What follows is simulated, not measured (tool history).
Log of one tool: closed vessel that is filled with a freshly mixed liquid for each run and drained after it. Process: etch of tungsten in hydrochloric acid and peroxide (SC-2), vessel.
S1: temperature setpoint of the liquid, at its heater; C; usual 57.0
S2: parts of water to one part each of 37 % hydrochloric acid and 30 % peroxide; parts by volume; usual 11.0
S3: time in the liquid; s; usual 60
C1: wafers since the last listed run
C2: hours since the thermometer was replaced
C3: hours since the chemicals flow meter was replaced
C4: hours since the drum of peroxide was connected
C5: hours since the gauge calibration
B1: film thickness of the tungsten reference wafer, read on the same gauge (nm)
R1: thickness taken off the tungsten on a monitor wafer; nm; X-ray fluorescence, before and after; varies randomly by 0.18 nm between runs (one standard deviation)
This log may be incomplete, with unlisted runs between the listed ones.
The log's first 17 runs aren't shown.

run,hour,S1,S2,S3,C1,C2,C3,C4,C5,B1,R1
# hour 246.2: thermometer replaced
18,246.9,61.5,11.0,30,1171,0.7,1235.4,1048.1,22.2,100.01,17.16
# hour 260.5: chemicals flow meter replaced
19,264.2,57.0,11.0,60,1604,18.0,3.7,1065.4,39.5,99.97,25.91
20,279.3,57.0,6.0,60,1486,33.1,18.8,1080.5,54.6,100.01,42.49
# hour 280.9: new drum of peroxide connected
21,292.3,48.5,11.0,60,1181,46.1,31.8,11.4,67.6,100.02,15.86
22,316.2,57.0,11.0,60,2353,70.0,55.7,35.3,91.5,99.99,27.74
23,325.3,52.0,6.0,60,895,79.1,64.8,44.4,100.6,99.99,32.48
24,342.4,52.5,13.0,75,1683,96.2,81.9,61.5,117.7,100.01,22.21
25,354.5,60.0,5.5,75,1191,108.3,94.0,73.6,129.8,99.97,71.89
26,398.0,62.5,13.0,60,4283,151.8,137.5,117.1,173.3,99.99,33.63
27,407.5,57.0,16.5,60,935,161.3,147.0,126.6,182.8,100.01,19.26
28,418.7,57.0,11.0,60,1102,172.5,158.2,137.8,194.0,99.99,27.64
29,428.5,61.0,14.0,90,964,182.3,168.0,147.6,203.8,99.99,43.12
30,441.7,57.0,8.5,45,1299,195.5,181.2,160.8,217.0,100.02,25.25

Forecast each of these 4 alternatives for the next run:
A,442.4,57.0,11.0,60,68,196.2,181.9,161.5,217.7,?,?
B,442.4,62.0,11.0,30,68,196.2,181.9,161.5,217.7,?,?
C,442.4,57.0,11.0,30,68,196.2,181.9,161.5,217.7,?,?
D,442.4,61.0,14.5,30,68,196.2,181.9,161.5,217.7,?,?

run,B1,R1
A,99.99,27.31
B,99.99,18.71
C,99.99,13.65
D,99.99,13.85
What these runs would have given with no unlogged condition in the tool:
run,R1
A,28.27
B,19.36
C,14.14
D,14.34

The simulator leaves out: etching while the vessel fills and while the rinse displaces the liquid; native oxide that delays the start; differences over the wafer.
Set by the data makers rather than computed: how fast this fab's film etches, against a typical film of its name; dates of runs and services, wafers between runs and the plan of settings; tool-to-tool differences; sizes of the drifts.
